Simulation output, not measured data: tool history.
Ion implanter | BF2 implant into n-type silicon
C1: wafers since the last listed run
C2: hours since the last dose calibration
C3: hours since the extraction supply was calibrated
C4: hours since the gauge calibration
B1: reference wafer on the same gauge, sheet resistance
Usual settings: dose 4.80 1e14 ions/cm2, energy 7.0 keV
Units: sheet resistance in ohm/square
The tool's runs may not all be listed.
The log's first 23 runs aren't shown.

Run 24, hour 358.4: usual settings but energy 5.5 keV; C1 322; C2 71.2; C3 45.5; C4 98.8; B1 435.02. Result: sheet resistance 408.20 ohm/square.
Run 25, hour 374.1: usual settings but dose 5.31 1e14 ions/cm2, energy 5.5 keV; C1 200; C2 86.9; C3 61.2; C4 114.5; B1 435.03. Result: sheet resistance 385.66 ohm/square.
Run 26, hour 388.8: usual settings; C1 187; C2 101.6; C3 75.9; C4 129.2; B1 435.21. Result: sheet resistance 374.13 ohm/square.
Run 27, hour 406.6: usual settings but dose 5.78 1e14 ions/cm2, energy 8.5 keV; C1 227; C2 119.4; C3 93.7; C4 147.0; B1 435.04. Result: sheet resistance 318.36 ohm/square.
Run 28, hour 415.2: usual settings; C1 109; C2 128.0; C3 102.3; C4 155.6; B1 435.27. Result: sheet resistance 373.56 ohm/square.
Run 29, hour 427.1: usual settings but dose 6.16 1e14 ions/cm2; C1 152; C2 139.9; C3 114.2; C4 167.5; B1 435.36. Result: sheet resistance 327.75 ohm/square.
Run 30, hour 449.5: usual settings but dose 4.32 1e14 ions/cm2; C1 286; C2 162.3; C3 136.6; C4 189.9; B1 434.82. Result: sheet resistance 396.00 ohm/square.
Run 31, hour 464.5: usual settings; C1 191; C2 177.3; C3 151.6; C4 204.9; B1 434.85. Result: sheet resistance 372.48 ohm/square.
Run 32, hour 481.6: usual settings but dose 4.30 1e14 ions/cm2, energy 5.0 keV; C1 218; C2 194.4; C3 168.7; C4 222.0; B1 435.12. Result: sheet resistance 446.74 ohm/square.
Run 33, hour 487.9: usual settings but dose 4.36 1e14 ions/cm2; C1 80; C2 200.7; C3 175.0; C4 228.3; B1 434.98. Result: sheet resistance 393.46 ohm/square.
Run 34, hour 504.5: usual settings but dose 6.17 1e14 ions/cm2, energy 6.0 keV; C1 212; C2 217.3; C3 191.6; C4 244.9; B1 434.61. Result: sheet resistance 343.87 ohm/square.

Forecast each of these 3 alternatives for the next run:
Run A, hour 504.9: usual settings; C1 5; C2 217.7; C3 192.0; C4 245.3; B1 ?. Result: sheet resistance ?.
Run B, hour 504.9: usual settings but dose 3.68 1e14 ions/cm2; C1 5; C2 217.7; C3 192.0; C4 245.3; B1 ?. Result: sheet resistance ?.
Run C, hour 504.9: usual settings but dose 4.43 1e14 ions/cm2, energy 5.0 keV; C1 5; C2 217.7; C3 192.0; C4 245.3; B1 ?. Result: sheet resistance ?.

run      B1  sheet resistance
  A  435.14            373.21
  B  435.14            433.51
  C  435.14            439.22
Without the tool's hidden state the same runs would have given:
run  sheet resistance
  A            376.26
  B            437.42
  C            442.97

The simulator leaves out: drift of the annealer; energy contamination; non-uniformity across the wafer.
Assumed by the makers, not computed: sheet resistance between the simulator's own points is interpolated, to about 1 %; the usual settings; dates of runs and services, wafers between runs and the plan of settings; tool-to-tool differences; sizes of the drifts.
